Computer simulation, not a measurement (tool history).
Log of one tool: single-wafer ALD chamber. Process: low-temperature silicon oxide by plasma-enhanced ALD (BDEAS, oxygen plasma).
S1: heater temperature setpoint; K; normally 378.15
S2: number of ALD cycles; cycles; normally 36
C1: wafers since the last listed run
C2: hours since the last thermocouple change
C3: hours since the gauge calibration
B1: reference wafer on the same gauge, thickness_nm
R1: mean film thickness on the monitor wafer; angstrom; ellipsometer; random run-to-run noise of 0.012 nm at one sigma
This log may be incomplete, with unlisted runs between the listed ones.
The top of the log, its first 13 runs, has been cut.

run 14 hour=169.4 | S1=378.15 S2=36 | C1=79 C2=2537.8 C3=370.4 | B1=4.231 | R1=47.35
-- hour=188.0 thermocouple changed; heater temperature recalibrated
run 15 hour=188.5 | S1=368.15 S2=36 | C1=55 C2=0.5 C3=389.5 | B1=4.227 | R1=48.55
run 16 hour=200.7 | S1=368.15 S2=36 | C1=61 C2=12.7 C3=401.7 | B1=4.230 | R1=48.69
run 17 hour=213.8 | S1=368.15 S2=36 | C1=65 C2=25.8 C3=414.8 | B1=4.230 | R1=48.79
-- hour=232.8 gauge calibrated
run 18 hour=234.6 | S1=378.15 S2=36 | C1=104 C2=46.6 C3=1.8 | B1=4.229 | R1=47.34
run 19 hour=245.3 | S1=378.15 S2=36 | C1=53 C2=57.3 C3=12.5 | B1=4.230 | R1=47.32
run 20 hour=261.9 | S1=378.15 S2=36 | C1=83 C2=73.9 C3=29.1 | B1=4.230 | R1=47.38
run 21 hour=282.2 | S1=378.15 S2=36 | C1=102 C2=94.2 C3=49.4 | B1=4.229 | R1=47.24

What does the tool deliver on the next run?
run 22 hour=292.3 | S1=378.15 S2=36 | C1=50 C2=104.3 C3=59.5 | B1=? | R1=?

Run 22 produced B1 4.236, R1 47.31 angstrom.
With no hidden state in the tool, this same run would have given R1 47.31 angstrom.
